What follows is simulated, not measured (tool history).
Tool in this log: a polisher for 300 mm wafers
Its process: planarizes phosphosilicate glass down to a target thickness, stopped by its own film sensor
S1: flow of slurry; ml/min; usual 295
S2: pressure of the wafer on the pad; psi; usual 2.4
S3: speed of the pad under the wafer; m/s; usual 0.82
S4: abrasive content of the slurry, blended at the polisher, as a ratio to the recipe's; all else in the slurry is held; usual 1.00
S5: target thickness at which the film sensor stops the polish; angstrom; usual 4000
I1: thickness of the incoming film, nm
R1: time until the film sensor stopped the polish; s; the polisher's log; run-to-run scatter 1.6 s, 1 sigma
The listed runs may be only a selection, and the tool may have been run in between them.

run    hour   S1   S2    S3    S4    S5     I1     R1
  1     0.0  295  2.4  0.82  1.00  4000  914.9  117.2
  2    42.6  295  2.4  0.82  1.00  4000  910.2  117.3
       65.6  -- slurry nozzle cleaned
      142.7  -- worn pad replaced by a new one
  3   143.2  295  2.4  0.82  1.00  4000  916.7  123.9
  4   223.4  295  2.4  0.82  1.00  4000  912.8  128.4
      243.7  -- conditioning disc replaced and pad reconditioned
  5   282.2  295  2.4  0.82  1.00  4000  898.4  131.9
      329.8  -- slurry blender recalibrated
  6   365.2  295  2.4  0.82  1.00  4000  903.0  116.1
      597.3  -- worn pad replaced by a new one
  7   638.1  295  2.4  0.82  1.00  4000  903.8  118.9
      715.9  -- conditioning disc replaced and pad reconditioned
  8   726.2  295  2.4  0.82  1.00  4000  904.4  124.0
      794.7  -- head pressure recalibrated
  9   799.2  295  2.4  0.82  1.00  4000  911.3  130.7
      810.6  -- slurry nozzle cleaned
      862.0  -- slurry blender recalibrated
 10   867.1  295  2.4  0.82  1.00  4000  905.0  114.9
 11   973.0  295  2.4  0.82  1.00  4000  895.8  113.6
 12  1079.9  240  2.9  0.94  1.15  4000  899.1   82.0
     1089.4  -- worn pad replaced by a new one
 13  1151.9  295  2.4  0.82  1.00  4000  911.5  125.5
     1168.6  -- conditioning disc replaced and pad reconditioned
 14  1205.8  350  2.2  0.74  1.00  5490  913.2  102.1
 15  1354.7  240  2.9  0.94  1.15  4000  908.5   96.1
     1359.3  -- slurry blender recalibrated
 16  1394.4  250  2.6  0.82  1.20  3440  892.4  104.6
 17  1487.9  295  2.4  0.82  1.15  4000  904.3  105.6
     1505.2  -- worn pad replaced by a new one
 18  1537.2  295  2.0  0.82  1.00  2650  907.8  174.3
     1555.3  -- slurry nozzle cleaned
 19  1616.8  340  2.4  1.04  1.00  4000  916.9   97.6
     1618.9  -- head pressure recalibrated
     1695.4  -- conditioning disc replaced and pad reconditioned
 20  1700.9  295  2.4  0.82  1.00  4000  916.3  122.2
 21  1790.4  295  2.4  1.08  1.25  2240  900.3  123.0
 22  1886.0  295  1.8  0.60  1.00  4000  910.6  236.7
     1903.5  -- slurry blender recalibrated
 23  1972.6  295  2.4  0.82  1.00  5230  913.1   88.1
     2004.1  -- worn pad replaced by a new one
 24  2042.9  295  2.4  0.54  1.15  2330  903.2  196.8
 25  2092.5  295  3.0  0.60  1.00  4000  928.8  125.2

Predict each of these 4 candidate next runs independently; none follows another, all start after run 25:
  A  2092.9  295  2.4  0.82  1.00  4000  908.8   ?
  B  2092.9  295  2.4  0.82  1.00  2410  908.8   ?
  C  2092.9  295  2.4  0.82  1.30  4000  908.8   ?
  D  2092.9  235  2.6  0.82  0.70  4000  908.8   ?

run     R1
  A  116.9
  B  153.4
  C  101.9
  D  141.4
The same runs, with their run-to-run variation unchanged, on a tool lacking any hidden condition would have given:
run     R1
  A  113.7
  B  149.3
  C   99.7
  D  136.7

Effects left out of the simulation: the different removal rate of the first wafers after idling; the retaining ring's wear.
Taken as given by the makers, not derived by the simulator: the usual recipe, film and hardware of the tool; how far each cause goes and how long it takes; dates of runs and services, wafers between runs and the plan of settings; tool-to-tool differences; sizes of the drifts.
